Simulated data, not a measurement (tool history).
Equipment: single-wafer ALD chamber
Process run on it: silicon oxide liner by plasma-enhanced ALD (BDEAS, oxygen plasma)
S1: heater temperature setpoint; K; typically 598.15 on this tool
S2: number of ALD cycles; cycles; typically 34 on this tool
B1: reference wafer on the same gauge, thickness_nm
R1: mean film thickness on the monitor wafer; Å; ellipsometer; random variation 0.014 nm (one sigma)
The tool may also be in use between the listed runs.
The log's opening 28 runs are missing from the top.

run	hour	S1	S2	B1	R1
29	869.9	611.15	34	3.030	30.43
30	884.2	602.15	39	3.029	35.58
31	898.1	604.15	39	3.028	35.17
# hour 907.3: gauge calibrated
32	930.5	598.15	41	3.032	37.58
33	953.5	606.15	34	3.030	30.38
# hour 974.3: thermocouple changed; heater temperature recalibrated
34	1039.8	593.15	34	3.029	31.21
35	1059.9	584.15	39	3.029	36.11
36	1092.3	598.15	34	3.032	31.23
37	1111.6	590.15	34	3.028	31.33
38	1149.9	590.15	32	3.033	29.58
39	1245.9	611.15	29	3.031	25.94
40	1278.9	589.15	29	3.031	26.68
41	1361.4	598.15	34	3.032	31.14
42	1385.3	611.15	34	3.031	30.48
43	1407.8	598.15	34	3.028	31.05
44	1424.2	609.15	34	3.031	30.39
45	1447.4	598.15	31	3.033	28.26
46	1462.4	591.15	34	3.030	31.22
47	1486.8	613.15	30	3.031	26.74

Forecast each of these 3 alternatives for the next run:
A	1487.2	598.15	34	?	?
B	1487.2	602.15	34	?	?
C	1487.2	585.15	34	?	?

run	B1	R1
A	3.028	30.88
B	3.028	30.68
C	3.028	31.55
Without the tool's unlogged condition, the same runs would have read:
run	R1
A	30.88
B	30.68
C	31.55

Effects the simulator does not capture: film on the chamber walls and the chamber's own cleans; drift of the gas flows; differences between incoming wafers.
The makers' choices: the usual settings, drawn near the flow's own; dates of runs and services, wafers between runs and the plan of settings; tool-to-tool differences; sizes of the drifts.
